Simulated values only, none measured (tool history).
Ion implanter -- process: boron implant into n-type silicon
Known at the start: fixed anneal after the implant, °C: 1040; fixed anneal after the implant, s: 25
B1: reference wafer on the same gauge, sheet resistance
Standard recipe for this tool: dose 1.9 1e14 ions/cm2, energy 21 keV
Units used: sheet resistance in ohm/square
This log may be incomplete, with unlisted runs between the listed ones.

{"run": 1, "hour": 0.0, "dose": 1.9, "energy": 23, "B1": 419.86, "sheet resistance": 381.88}
{"run": 2, "hour": 93.9, "dose": 1.9, "energy": 21, "B1": 420.03, "sheet resistance": 386.97}
{"run": 3, "hour": 173.3, "dose": 1.9, "energy": 21, "B1": 419.95, "sheet resistance": 387.28}
{"run": 4, "hour": 256.4, "dose": 1.9, "energy": 21, "B1": 419.8, "sheet resistance": 387.1}
{"run": 5, "hour": 352.3, "dose": 1.9, "energy": 21, "B1": 420.08, "sheet resistance": 387.23}
{"run": 6, "hour": 397.2, "dose": 1.9, "energy": 21, "B1": 419.6, "sheet resistance": 387.42}
{"run": 7, "hour": 489.0, "dose": 1.7, "energy": 21, "B1": 419.72, "sheet resistance": 425.72}
{"run": 8, "hour": 567.9, "dose": 1.7, "energy": 21, "B1": 419.7, "sheet resistance": 426.02}
{"hour": 578.1, "done": "extraction supply calibrated"}
{"run": 9, "hour": 643.8, "dose": 2.14, "energy": 23, "B1": 419.81, "sheet resistance": 348.03}
{"hour": 682.0, "done": "Faraday cup replaced and dose calibrated"}
{"run": 10, "hour": 748.8, "dose": 2.38, "energy": 28, "B1": 420.17, "sheet resistance": 315.94}
{"run": 11, "hour": 806.0, "dose": 2.44, "energy": 21, "B1": 419.87, "sheet resistance": 319.44}
{"run": 12, "hour": 859.1, "dose": 2.23, "energy": 21, "B1": 420.01, "sheet resistance": 344.58}
{"run": 13, "hour": 953.0, "dose": 1.63, "energy": 17, "B1": 420.06, "sheet resistance": 456.63}
{"hour": 1004.7, "done": "gauge calibrated"}
{"hour": 1022.2, "done": "Faraday cup replaced and dose calibrated, repeated, since the last time left the tool worse"}
{"run": 14, "hour": 1267.5, "dose": 1.9, "energy": 21, "B1": 420.12, "sheet resistance": 382.45}
{"run": 15, "hour": 1356.9, "dose": 1.9, "energy": 21, "B1": 419.92, "sheet resistance": 384.57}
{"run": 16, "hour": 1415.4, "dose": 1.9, "energy": 21, "B1": 420.02, "sheet resistance": 383.72}
{"run": 17, "hour": 1488.1, "dose": 1.66, "energy": 16, "B1": 419.82, "sheet resistance": 446.35}

Consider 3 possible next runs. They are alternatives, not a sequence: every one starts from the tool as it was left by run 17. What does each give?
{"run": "A", "hour": 1488.5, "dose": 2.33, "energy": 21, "B1": "?", "sheet resistance": "?"}
{"run": "B", "hour": 1488.5, "dose": 1.43, "energy": 27.5, "B1": "?", "sheet resistance": "?"}
{"run": "C", "hour": 1488.5, "dose": 2.29, "energy": 25, "B1": "?", "sheet resistance": "?"}

run=A B1=420.19 sheet_resistance=324.56
run=B B1=420.19 sheet_resistance=462.57
run=C B1=420.19 sheet_resistance=322.7
Take away the tool's hidden state, keep each run's random variation, and the runs would have read:
run=A sheet_resistance=323.4
run=B sheet_resistance=461.02
run=C sheet_resistance=321.56
